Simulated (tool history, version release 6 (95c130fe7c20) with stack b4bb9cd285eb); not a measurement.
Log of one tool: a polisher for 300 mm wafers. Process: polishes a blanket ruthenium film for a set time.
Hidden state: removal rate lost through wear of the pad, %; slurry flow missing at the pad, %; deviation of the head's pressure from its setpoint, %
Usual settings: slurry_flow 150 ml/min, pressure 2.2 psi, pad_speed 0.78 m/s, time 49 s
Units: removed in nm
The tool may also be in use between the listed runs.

| run | hour | slurry_flow | pressure | pad_speed | time | wafers since the last listed run | wafers polished on this pad | hours since the slurry nozzle was cleaned | hours since the head pressure was calibrated | incoming thickness of the incoming film, nm | removed |
|---|---|---|---|---|---|---|---|---|---|---|---|
| 1 | 0 | 150 | 1.9 | 0.78 | 49 | 0 | 1324 | 118.3 | 195.3 | 496.2 | 50.9 |
| 2 | 95.2 | 150 | 1.9 | 0.78 | 49 | 899 | 2224 | 213.5 | 290.5 | 504.6 | 51.3 |
| 3 | 181.5 | 150 | 2.7 | 0.78 | 38 | 815 | 3039 | 299.8 | 376.8 | 497.2 | 53.4 |
|  | 224.8 | head pressure recalibrated |
| 4 | 256 | 150 | 2.7 | 0.78 | 38 | 684 | 3724 | 374.3 | 31.2 | 498.3 | 49.7 |
| 5 | 311.7 | 175 | 2.2 | 0.88 | 49 | 526 | 4250 | 430 | 86.9 | 506.9 | 62.1 |
|  | 358.5 | worn pad replaced by a new one |
| 6 | 399.4 | 175 | 2.2 | 0.88 | 49 | 790 | 386 | 517.7 | 174.6 | 504.9 | 67.7 |
|  | 444.9 | slurry nozzle cleaned |
| 7 | 462.1 | 150 | 2.2 | 0.78 | 49 | 582 | 969 | 17.2 | 237.3 | 504.7 | 58 |
| 8 | 540.2 | 150 | 1.7 | 0.78 | 49 | 737 | 1707 | 95.3 | 315.4 | 493.2 | 47.5 |
| 9 | 591.8 | 150 | 2.8 | 0.78 | 49 | 487 | 2194 | 146.9 | 367 | 498.9 | 70.5 |
| 10 | 693.5 | 150 | 2.2 | 0.78 | 49 | 960 | 3155 | 248.6 | 468.7 | 500.9 | 58.5 |
|  | 704.4 | head pressure recalibrated |
|  | 759.8 | worn pad replaced by a new one |
| 11 | 766.1 | 150 | 2.2 | 0.78 | 49 | 629 | 59 | 321.2 | 61.7 | 489.1 | 57.3 |
| 12 | 866.1 | 150 | 2.2 | 0.78 | 49 | 944 | 1004 | 421.2 | 161.7 | 497.8 | 56.1 |
| 13 | 933.5 | 150 | 2.2 | 0.78 | 49 | 636 | 1641 | 488.6 | 229.1 | 497.7 | 56.7 |
|  | 992.2 | slurry nozzle cleaned |
| 14 | 1160 | 150 | 2.9 | 0.54 | 49 | 2130 | 3771 | 167.8 | 455.6 | 503.1 | 51.7 |
|  | 1182.4 | head pressure recalibrated |
|  | 1188.2 | worn pad replaced by a new one |
| 15 | 1239 | 150 | 2.2 | 0.78 | 49 | 689 | 480 | 246.8 | 56.6 | 500.3 | 55.4 |
| 16 | 1340.9 | 150 | 2.2 | 0.78 | 49 | 962 | 1442 | 348.7 | 158.5 | 500 | 56.1 |
| 17 | 1413 | 105 | 2.2 | 0.78 | 49 | 681 | 2123 | 420.8 | 230.6 | 507.9 | 53.3 |
| 18 | 1456.8 | 150 | 2.2 | 0.78 | 49 | 413 | 2537 | 464.6 | 274.4 | 503.6 | 55.9 |
|  | 1550.6 | slurry nozzle cleaned |
|  | 1609.9 | head pressure recalibrated |
|  | 1614.6 | worn pad replaced by a new one |
| 19 | 1731.4 | 150 | 2.2 | 0.78 | 49 | 2527 | 1103 | 180.8 | 121.5 | 497.9 | 56.7 |
| 20 | 1769.6 | 150 | 2.2 | 0.78 | 38 | 360 | 1464 | 219 | 159.7 | 494 | 44.1 |
| 21 | 1821.2 | 125 | 1.6 | 0.52 | 43 | 487 | 1951 | 270.6 | 211.3 | 495.9 | 26.1 |
| 22 | 1915.6 | 150 | 2.2 | 0.78 | 41 | 891 | 2843 | 365 | 305.7 | 501.2 | 47.9 |
| 23 | 2002 | 125 | 1.5 | 0.68 | 64 | 816 | 3659 | 451.4 | 392.1 | 505.3 | 48.7 |
| 24 | 2041.2 | 150 | 2.2 | 0.7 | 42 | 370 | 4029 | 490.6 | 431.3 | 507.4 | 45.8 |
|  | 2067.1 | head pressure recalibrated |
| 25 | 2078.1 | 195 | 1.6 | 0.62 | 39 | 329 | 4359 | 527.5 | 11 | 499.4 | 27.4 |
|  | 2103.4 | worn pad replaced by a new one |
|  | 2140.2 | slurry nozzle cleaned |
| 26 | 2149.9 | 105 | 2.9 | 1.02 | 57 | 630 | 429 | 9.7 | 82.8 | 499.2 | 100.1 |
| 27 | 2222.3 | 150 | 2.2 | 0.78 | 49 | 683 | 1113 | 82.1 | 155.2 | 506.9 | 54.9 |

The tool's hidden state at each run:
slurry flow missing at the pad, %: 0 in every run
H1: removal rate lost through wear of the pad, %
H2: deviation of the head's pressure from its setpoint, %
| run | H1 | H2 |
|---|---|---|
| 1 | 4.07 | 6.82 |
| 2 | 5.24 | 9.39 |
| 3 | 5.81 | 11.7 |
| 4 | 6.1 | 2.88 |
| 5 | 6.24 | 4.39 |
| 6 | 2.22 | 6.75 |
| 7 | 3.9 | 8.45 |
| 8 | 5.2 | 10.6 |
| 9 | 5.76 | 11.9 |
| 10 | 6.41 | 14.7 |
| 11 | 0.42 | 1.29 |
| 12 | 3.44 | 3.99 |
| 13 | 4.58 | 5.81 |
| 14 | 6.13 | 11.9 |
| 15 | 2.46 | 1.55 |
| 16 | 4.72 | 4.3 |
| 17 | 5.6 | 6.25 |
| 18 | 5.96 | 7.43 |
| 19 | 3.98 | 5 |
| 20 | 4.64 | 6.03 |
| 21 | 5.3 | 7.42 |
| 22 | 6.05 | 9.97 |
| 23 | 6.43 | 12.3 |
| 24 | 6.53 | 13.4 |
| 25 | 6.61 | -0.383 |
| 26 | 1.9 | 1.56 |
| 27 | 3.71 | 3.51 |
